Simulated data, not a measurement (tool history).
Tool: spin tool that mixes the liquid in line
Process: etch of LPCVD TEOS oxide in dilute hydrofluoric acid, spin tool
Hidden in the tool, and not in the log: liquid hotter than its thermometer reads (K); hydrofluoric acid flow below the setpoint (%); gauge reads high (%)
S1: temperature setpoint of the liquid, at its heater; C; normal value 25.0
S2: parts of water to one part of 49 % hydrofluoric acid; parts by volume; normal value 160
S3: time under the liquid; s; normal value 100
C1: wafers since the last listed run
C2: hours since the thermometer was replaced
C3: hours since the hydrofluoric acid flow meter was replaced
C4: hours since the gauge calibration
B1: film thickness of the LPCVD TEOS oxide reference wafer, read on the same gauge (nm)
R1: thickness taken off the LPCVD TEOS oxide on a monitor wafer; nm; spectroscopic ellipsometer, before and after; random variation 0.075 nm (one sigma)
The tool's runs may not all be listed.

{"run": 1, "hour": 0.0, "S1": 28.0, "S2": 160, "S3": 135, "C1": 0, "C2": 1276.3, "C3": 811.4, "C4": 1301.6, "B1": 139.99, "R1": 17.28}
{"run": 2, "hour": 45.6, "S1": 28.0, "S2": 160, "S3": 135, "C1": 589, "C2": 1321.9, "C3": 857.0, "C4": 1347.2, "B1": 139.98, "R1": 17.31}
{"run": 3, "hour": 143.8, "S1": 25.0, "S2": 160, "S3": 100, "C1": 1268, "C2": 1420.1, "C3": 955.2, "C4": 1445.4, "B1": 140.0, "R1": 11.35}
{"run": 4, "hour": 182.3, "S1": 22.0, "S2": 160, "S3": 100, "C1": 497, "C2": 1458.6, "C3": 993.7, "C4": 1483.9, "B1": 139.99, "R1": 10.16}
{"run": 5, "hour": 239.8, "S1": 22.0, "S2": 160, "S3": 100, "C1": 743, "C2": 1516.1, "C3": 1051.2, "C4": 1541.4, "B1": 139.99, "R1": 10.2}
{"run": 6, "hour": 304.5, "S1": 22.0, "S2": 160, "S3": 100, "C1": 836, "C2": 1580.8, "C3": 1115.9, "C4": 1606.1, "B1": 140.01, "R1": 10.28}
{"hour": 311.3, "done": "thermometer replaced"}
{"run": 7, "hour": 359.6, "S1": 27.5, "S2": 160, "S3": 100, "C1": 699, "C2": 48.3, "C3": 1171.0, "C4": 1661.2, "B1": 140.01, "R1": 11.66}
{"run": 8, "hour": 410.4, "S1": 25.0, "S2": 130, "S3": 100, "C1": 656, "C2": 99.1, "C3": 1221.8, "C4": 1712.0, "B1": 139.96, "R1": 13.52}
{"run": 9, "hour": 484.2, "S1": 25.0, "S2": 115, "S3": 100, "C1": 953, "C2": 172.9, "C3": 1295.6, "C4": 1785.8, "B1": 140.01, "R1": 15.57}
{"run": 10, "hour": 528.2, "S1": 25.0, "S2": 115, "S3": 100, "C1": 568, "C2": 216.9, "C3": 1339.6, "C4": 1829.8, "B1": 140.0, "R1": 15.54}
{"run": 11, "hour": 618.9, "S1": 25.0, "S2": 115, "S3": 100, "C1": 1172, "C2": 307.6, "C3": 1430.3, "C4": 1920.5, "B1": 140.01, "R1": 15.71}
{"run": 12, "hour": 677.3, "S1": 25.0, "S2": 220, "S3": 100, "C1": 754, "C2": 366.0, "C3": 1488.7, "C4": 1978.9, "B1": 139.98, "R1": 7.14}
{"run": 13, "hour": 763.5, "S1": 25.0, "S2": 220, "S3": 100, "C1": 1113, "C2": 452.2, "C3": 1574.9, "C4": 2065.1, "B1": 140.0, "R1": 7.18}
{"run": 14, "hour": 862.3, "S1": 25.0, "S2": 220, "S3": 100, "C1": 1276, "C2": 551.0, "C3": 1673.7, "C4": 2163.9, "B1": 140.03, "R1": 7.2}
{"run": 15, "hour": 1041.2, "S1": 25.0, "S2": 160, "S3": 100, "C1": 2311, "C2": 729.9, "C3": 1852.6, "C4": 2342.8, "B1": 140.01, "R1": 10.48}
{"hour": 1072.7, "done": "hydrofluoric acid flow meter replaced"}
{"run": 16, "hour": 1126.5, "S1": 25.0, "S2": 160, "S3": 65, "C1": 1089, "C2": 815.2, "C3": 53.8, "C4": 2428.1, "B1": 139.95, "R1": 7.6}
{"run": 17, "hour": 1203.2, "S1": 22.0, "S2": 160, "S3": 100, "C1": 991, "C2": 891.9, "C3": 130.5, "C4": 2504.8, "B1": 139.99, "R1": 10.42}
{"run": 18, "hour": 1311.1, "S1": 28.5, "S2": 200, "S3": 100, "C1": 1394, "C2": 999.8, "C3": 238.4, "C4": 2612.7, "B1": 140.0, "R1": 10.05}
{"run": 19, "hour": 1358.3, "S1": 20.5, "S2": 105, "S3": 70, "C1": 609, "C2": 1047.0, "C3": 285.6, "C4": 2659.9, "B1": 140.0, "R1": 11.15}
{"run": 20, "hour": 1446.0, "S1": 25.0, "S2": 160, "S3": 80, "C1": 1133, "C2": 1134.7, "C3": 373.3, "C4": 2747.6, "B1": 139.97, "R1": 9.27}
{"run": 21, "hour": 1546.9, "S1": 23.0, "S2": 160, "S3": 100, "C1": 1303, "C2": 1235.6, "C3": 474.2, "C4": 2848.5, "B1": 140.0, "R1": 10.87}
{"run": 22, "hour": 1634.0, "S1": 25.0, "S2": 190, "S3": 65, "C1": 1125, "C2": 1322.7, "C3": 561.3, "C4": 2935.6, "B1": 140.01, "R1": 6.08}
{"run": 23, "hour": 1715.2, "S1": 25.0, "S2": 160, "S3": 100, "C1": 1049, "C2": 1403.9, "C3": 642.5, "C4": 3016.8, "B1": 139.99, "R1": 11.63}
{"run": 24, "hour": 1790.9, "S1": 23.0, "S2": 135, "S3": 140, "C1": 978, "C2": 1479.6, "C3": 718.2, "C4": 3092.5, "B1": 140.01, "R1": 18.58}
{"hour": 1808.4, "done": "gauge calibrated"}
{"hour": 1816.2, "done": "thermometer replaced"}
{"run": 25, "hour": 2088.0, "S1": 28.5, "S2": 195, "S3": 45, "C1": 3826, "C2": 271.8, "C3": 1015.3, "C4": 279.6, "B1": 140.0, "R1": 4.3}
{"run": 26, "hour": 2171.0, "S1": 25.0, "S2": 160, "S3": 130, "C1": 1072, "C2": 354.8, "C3": 1098.3, "C4": 362.6, "B1": 139.99, "R1": 14.01}
{"run": 27, "hour": 2250.8, "S1": 25.0, "S2": 160, "S3": 100, "C1": 1031, "C2": 434.6, "C3": 1178.1, "C4": 442.4, "B1": 139.97, "R1": 10.79}
{"run": 28, "hour": 2287.3, "S1": 25.0, "S2": 160, "S3": 100, "C1": 471, "C2": 471.1, "C3": 1214.6, "C4": 478.9, "B1": 139.99, "R1": 10.82}
{"run": 29, "hour": 2329.0, "S1": 28.5, "S2": 95, "S3": 100, "C1": 538, "C2": 512.8, "C3": 1256.3, "C4": 520.6, "B1": 140.0, "R1": 22.45}
{"run": 30, "hour": 2412.2, "S1": 25.0, "S2": 160, "S3": 65, "C1": 1075, "C2": 596.0, "C3": 1339.5, "C4": 603.8, "B1": 139.99, "R1": 7.02}
{"run": 31, "hour": 2454.8, "S1": 25.0, "S2": 160, "S3": 100, "C1": 550, "C2": 638.6, "C3": 1382.1, "C4": 646.4, "B1": 139.98, "R1": 10.97}
{"run": 32, "hour": 2701.7, "S1": 25.0, "S2": 95, "S3": 100, "C1": 3190, "C2": 885.5, "C3": 1629.0, "C4": 893.3, "B1": 140.01, "R1": 19.81}
{"run": 33, "hour": 2756.9, "S1": 25.0, "S2": 80, "S3": 100, "C1": 713, "C2": 940.7, "C3": 1684.2, "C4": 948.5, "B1": 139.99, "R1": 23.82}
{"hour": 2824.5, "done": "hydrofluoric acid flow meter replaced"}
{"run": 34, "hour": 2835.6, "S1": 27.0, "S2": 160, "S3": 100, "C1": 1004, "C2": 1019.4, "C3": 11.1, "C4": 1027.2, "B1": 140.02, "R1": 12.5}

A few steps of R1 between consecutive runs. Split each: what settings, incoming material and random variation would produce without the hidden state, and what is left over for the hidden state, along with gauge scatter present in only one of the two compared results (measured, and without hidden state):
Run 6 -> 7: S1 22.0 -> 27.5, thermometer replaced. R1 +1.38 nm: hidden state -0.94, all else +2.32.
Run 24 -> 25: S1 23.0 -> 28.5, S2 135 -> 195, S3 140 -> 45, gauge calibrated, thermometer replaced. R1 -14.28 nm: hidden state -1.15, all else -13.13.
Run 28 -> 29: S1 25.0 -> 28.5, S2 160 -> 95. R1 +11.63 nm: hidden state -0.22, all else +11.85.
Run 29 -> 30: S1 28.5 -> 25.0, S2 95 -> 160, S3 100 -> 65. R1 -15.43 nm: hidden state +0.31, all else -15.74.
Run 33 -> 34: S1 25.0 -> 27.0, S2 80 -> 160, hydrofluoric acid flow meter replaced. R1 -11.32 nm: hidden state +0.93, all else -12.25.
